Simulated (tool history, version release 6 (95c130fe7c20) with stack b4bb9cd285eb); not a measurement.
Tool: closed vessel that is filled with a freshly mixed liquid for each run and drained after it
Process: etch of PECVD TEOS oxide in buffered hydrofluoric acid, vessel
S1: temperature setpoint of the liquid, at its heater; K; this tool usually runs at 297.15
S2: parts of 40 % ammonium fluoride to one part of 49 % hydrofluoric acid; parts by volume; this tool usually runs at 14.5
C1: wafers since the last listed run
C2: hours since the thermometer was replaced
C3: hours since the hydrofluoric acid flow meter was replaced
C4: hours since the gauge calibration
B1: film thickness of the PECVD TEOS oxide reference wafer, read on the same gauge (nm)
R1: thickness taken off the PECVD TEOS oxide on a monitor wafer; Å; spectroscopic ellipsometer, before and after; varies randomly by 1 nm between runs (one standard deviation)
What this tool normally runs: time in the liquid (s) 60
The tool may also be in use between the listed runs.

{"run": 1, "hour": 0.0, "S1": 297.15, "S2": 18.0, "time in the liquid (s)": 75, "C1": 0, "C2": 579.2, "C3": 1975.5, "C4": 50.5, "B1": 40.01, "R1": 1032.4}
{"run": 2, "hour": 14.1, "S1": 297.15, "S2": 18.0, "time in the liquid (s)": 75, "C1": 986, "C2": 593.3, "C3": 1989.6, "C4": 64.6, "B1": 39.98, "R1": 1029.8}
{"run": 3, "hour": 23.2, "S1": 297.15, "S2": 14.5, "time in the liquid (s)": 60, "C1": 636, "C2": 602.4, "C3": 1998.7, "C4": 73.7, "B1": 40.01, "R1": 1013.5}
{"run": 4, "hour": 36.2, "S1": 297.15, "S2": 14.5, "time in the liquid (s)": 60, "C1": 909, "C2": 615.4, "C3": 2011.7, "C4": 86.7, "B1": 40.02, "R1": 1027.6}
{"run": 5, "hour": 53.7, "S1": 296.15, "S2": 16.5, "time in the liquid (s)": 60, "C1": 1223, "C2": 632.9, "C3": 2029.2, "C4": 104.2, "B1": 39.96, "R1": 842.8}
{"run": 6, "hour": 59.9, "S1": 297.15, "S2": 14.5, "time in the liquid (s)": 60, "C1": 433, "C2": 639.1, "C3": 2035.4, "C4": 110.4, "B1": 40.03, "R1": 1022.2}
{"run": 7, "hour": 76.8, "S1": 297.15, "S2": 14.5, "time in the liquid (s)": 60, "C1": 1181, "C2": 656.0, "C3": 2052.3, "C4": 127.3, "B1": 39.99, "R1": 1002.7}
{"run": 8, "hour": 83.7, "S1": 297.15, "S2": 14.5, "time in the liquid (s)": 60, "C1": 482, "C2": 662.9, "C3": 2059.2, "C4": 134.2, "B1": 39.97, "R1": 1002.6}
{"run": 9, "hour": 101.0, "S1": 297.15, "S2": 14.5, "time in the liquid (s)": 60, "C1": 1209, "C2": 680.2, "C3": 2076.5, "C4": 151.5, "B1": 39.97, "R1": 995.5}
{"hour": 114.7, "done": "hydrofluoric acid flow meter replaced"}
{"run": 10, "hour": 115.2, "S1": 297.15, "S2": 14.5, "time in the liquid (s)": 60, "C1": 923, "C2": 694.4, "C3": 0.5, "C4": 165.7, "B1": 39.97, "R1": 1009.8}
{"run": 11, "hour": 130.2, "S1": 296.15, "S2": 14.5, "time in the liquid (s)": 60, "C1": 1049, "C2": 709.4, "C3": 15.5, "C4": 180.7, "B1": 39.96, "R1": 948.5}
{"run": 12, "hour": 145.2, "S1": 294.65, "S2": 14.5, "time in the liquid (s)": 90, "C1": 1049, "C2": 724.4, "C3": 30.5, "C4": 195.7, "B1": 39.98, "R1": 1295.0}
{"run": 13, "hour": 160.1, "S1": 297.15, "S2": 14.5, "time in the liquid (s)": 35, "C1": 1042, "C2": 739.3, "C3": 45.4, "C4": 210.6, "B1": 40.03, "R1": 570.0}
{"run": 14, "hour": 168.6, "S1": 297.15, "S2": 14.5, "time in the liquid (s)": 60, "C1": 594, "C2": 747.8, "C3": 53.9, "C4": 219.1, "B1": 40.02, "R1": 989.4}
{"run": 15, "hour": 182.4, "S1": 297.15, "S2": 14.5, "time in the liquid (s)": 60, "C1": 965, "C2": 761.6, "C3": 67.7, "C4": 232.9, "B1": 39.98, "R1": 973.9}
{"hour": 184.9, "done": "gauge calibrated"}
{"hour": 186.7, "done": "thermometer replaced"}
{"run": 16, "hour": 193.2, "S1": 294.65, "S2": 12.0, "time in the liquid (s)": 70, "C1": 685, "C2": 6.5, "C3": 78.5, "C4": 8.3, "B1": 39.99, "R1": 1387.6}
{"run": 17, "hour": 205.3, "S1": 297.15, "S2": 11.0, "time in the liquid (s)": 60, "C1": 846, "C2": 18.6, "C3": 90.6, "C4": 20.4, "B1": 40.01, "R1": 1475.0}
{"run": 18, "hour": 213.5, "S1": 294.65, "S2": 18.0, "time in the liquid (s)": 60, "C1": 573, "C2": 26.8, "C3": 98.8, "C4": 28.6, "B1": 40.03, "R1": 803.8}
{"run": 19, "hour": 222.1, "S1": 299.65, "S2": 14.5, "time in the liquid (s)": 90, "C1": 601, "C2": 35.4, "C3": 107.4, "C4": 37.2, "B1": 39.97, "R1": 1938.4}
{"run": 20, "hour": 233.8, "S1": 295.65, "S2": 19.0, "time in the liquid (s)": 60, "C1": 818, "C2": 47.1, "C3": 119.1, "C4": 48.9, "B1": 40.04, "R1": 803.4}
{"run": 21, "hour": 243.7, "S1": 293.65, "S2": 19.5, "time in the liquid (s)": 75, "C1": 692, "C2": 57.0, "C3": 129.0, "C4": 58.8, "B1": 39.96, "R1": 857.3}
{"run": 22, "hour": 250.0, "S1": 297.15, "S2": 10.0, "time in the liquid (s)": 60, "C1": 440, "C2": 63.3, "C3": 135.3, "C4": 65.1, "B1": 40.02, "R1": 1639.2}
{"run": 23, "hour": 266.5, "S1": 297.15, "S2": 14.5, "time in the liquid (s)": 60, "C1": 1153, "C2": 79.8, "C3": 151.8, "C4": 81.6, "B1": 40.01, "R1": 1117.7}

Branching from run 23: 3 alternative next runs. What would each branch give?
{"run": "A", "hour": 267.2, "S1": 297.15, "S2": 14.5, "time in the liquid (s)": 60, "C1": 48, "C2": 80.5, "C3": 152.5, "C4": 82.3, "B1": "?", "R1": "?"}
{"run": "B", "hour": 267.2, "S1": 295.15, "S2": 16.5, "time in the liquid (s)": 80, "C1": 48, "C2": 80.5, "C3": 152.5, "C4": 82.3, "B1": "?", "R1": "?"}
{"run": "C", "hour": 267.2, "S1": 297.15, "S2": 11.5, "time in the liquid (s)": 60, "C1": 48, "C2": 80.5, "C3": 152.5, "C4": 82.3, "B1": "?", "R1": "?"}

run=A B1=40.00 R1=1113.2
run=B B1=40.00 R1=1170.8
run=C B1=40.00 R1=1396.9
Stripped of hidden state, with their random variation kept, the same runs would have yielded:
run=A R1=1129.1
run=B R1=1187.8
run=C R1=1416.8
